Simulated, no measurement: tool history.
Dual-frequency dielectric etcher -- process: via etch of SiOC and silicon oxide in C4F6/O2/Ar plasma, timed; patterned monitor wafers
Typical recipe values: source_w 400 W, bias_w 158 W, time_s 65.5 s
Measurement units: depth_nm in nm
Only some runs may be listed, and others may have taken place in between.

run	hour	source_w	bias_w	time_s	read-back reference wafer on the same gauge, depth_nm	depth_nm
1	0.0	400	158	65.5	73.7	74.2
2	25.2	400	158	65.5	73.9	74.8
3	53.5	400	158	65.5	73.8	74.7
4	76.9	400	158	65.5	73.8	75.0
5	92.5	400	158	65.5	73.8	75.3
6	116.7	400	158	65.5	73.8	74.9
7	133.1	400	158	65.5	73.7	75.9
8	159.3	400	158	65.5	73.8	74.9
9	177.9	400	158	65.5	73.7	75.4
# hour 206.7: upper electrode replaced
10	208.3	400	158	65.5	73.8	75.4
# hour 229.0: gauge calibrated
# hour 242.7: source power generator calibrated
11	243.2	450	158	65.5	73.9	80.8
12	265.9	400	158	54.0	73.8	62.5
# hour 281.1: bias power generator calibrated
# hour 307.1: wet clean of the chamber
13	307.6	400	158	65.5	73.8	72.6
14	309.0	350	187	65.5	73.9	71.0
15	337.7	400	158	65.5	73.8	72.8
16	360.9	300	127	65.5	73.7	56.7
17	390.5	400	185	81.5	73.9	95.7
18	425.9	480	184	58.5	73.8	76.1
19	445.1	310	158	65.5	73.8	62.9
# hour 466.8: gauge calibrated
20	478.9	330	182	65.5	73.6	68.9

What would each run have given without the hidden state, its run-to-run variation left as it was?
The tool's hidden condition here consists of: etch rate over this chamber's usual, %; source power that arrives over what is set, %; bias power that arrives over what is set, %; gauge reads high (%).
run	depth_nm
1	71.9
2	72.2
3	72.0
4	72.1
5	72.4
6	71.9
7	72.7
8	71.6
9	72.0
10	71.8
11	76.8
12	59.3
13	72.2
14	70.6
15	72.4
16	56.2
17	94.6
18	75.1
19	61.9
20	67.7
